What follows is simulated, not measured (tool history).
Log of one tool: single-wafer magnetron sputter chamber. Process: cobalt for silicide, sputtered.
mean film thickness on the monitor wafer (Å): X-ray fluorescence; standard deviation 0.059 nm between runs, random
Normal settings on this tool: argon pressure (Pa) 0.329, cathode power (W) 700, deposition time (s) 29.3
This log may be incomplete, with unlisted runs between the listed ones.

run	hour	argon pressure (Pa)	cathode power (W)	deposition time (s)	read-back reference wafer on the same gauge, thickness_nm	mean film thickness on the monitor wafer (Å)
1	0.0	0.329	850	29.3	11.402	113.41
# hour 15.0: sputter target and shields replaced
2	74.2	0.329	850	29.3	11.410	116.15
3	134.2	0.329	850	29.3	11.405	114.47
4	267.1	0.329	700	26.9	11.416	87.35
5	316.8	0.329	700	26.9	11.382	87.72
6	387.6	0.432	700	29.3	11.404	91.75
# hour 404.9: sputter target and shields replaced
7	412.4	0.329	700	29.3	11.394	92.32
8	453.8	0.329	700	29.3	11.378	91.00
9	493.0	0.373	700	29.3	11.389	88.89
10	612.2	0.373	700	29.3	11.415	87.65
11	645.0	0.373	700	29.3	11.420	87.61
# hour 700.2: capacitance manometer re-zeroed and calibrated
12	706.5	0.329	750	29.3	11.392	94.12
13	746.2	0.329	700	29.3	11.416	87.74
14	802.4	0.329	700	29.3	11.405	88.08
15	852.0	0.329	700	29.3	11.422	88.09
# hour 901.1: sputter target and shields replaced, repeated, since the last time left the tool worse
16	915.2	0.420	700	29.3	11.417	95.58
17	975.0	0.329	700	29.3	11.414	97.54
18	1041.0	0.329	700	29.3	11.388	97.33
19	1077.5	0.449	700	34.4	11.382	107.02
20	1144.7	0.329	700	27.1	11.392	87.48
21	1206.8	0.374	550	25.7	11.383	67.08
22	1239.1	0.329	600	29.3	11.401	83.56
# hour 1259.8: magnet pack replaced
23	1265.5	0.265	600	32.0	11.407	93.77
# hour 1313.4: sputter target and shields replaced
24	1322.0	0.329	700	29.3	11.391	99.42
25	1369.9	0.377	850	29.3	11.400	115.21
26	1441.4	0.201	800	27.4	11.389	106.83
27	1505.4	0.329	850	25.6	11.382	100.75
28	1570.1	0.203	700	25.4	11.376	87.26
# hour 1586.1: gauge calibrated
29	1639.7	0.329	700	29.3	11.396	95.25
30	1697.5	0.388	850	31.2	11.410	118.87
# hour 1729.1: sputter target and shields replaced
31	1762.6	0.372	600	26.7	11.391	76.77

Run 32 has not been measured yet. What should we expect?
32	1797.1	0.329	700	29.3	?	?

Run 32 produced read-back reference wafer on the same gauge, thickness_nm 11.381, mean film thickness on the monitor wafer (Å) 97.49.
With the hidden condition absent and the run-to-run variation left alone, this run would have shown mean film thickness on the monitor wafer (Å) 99.18.

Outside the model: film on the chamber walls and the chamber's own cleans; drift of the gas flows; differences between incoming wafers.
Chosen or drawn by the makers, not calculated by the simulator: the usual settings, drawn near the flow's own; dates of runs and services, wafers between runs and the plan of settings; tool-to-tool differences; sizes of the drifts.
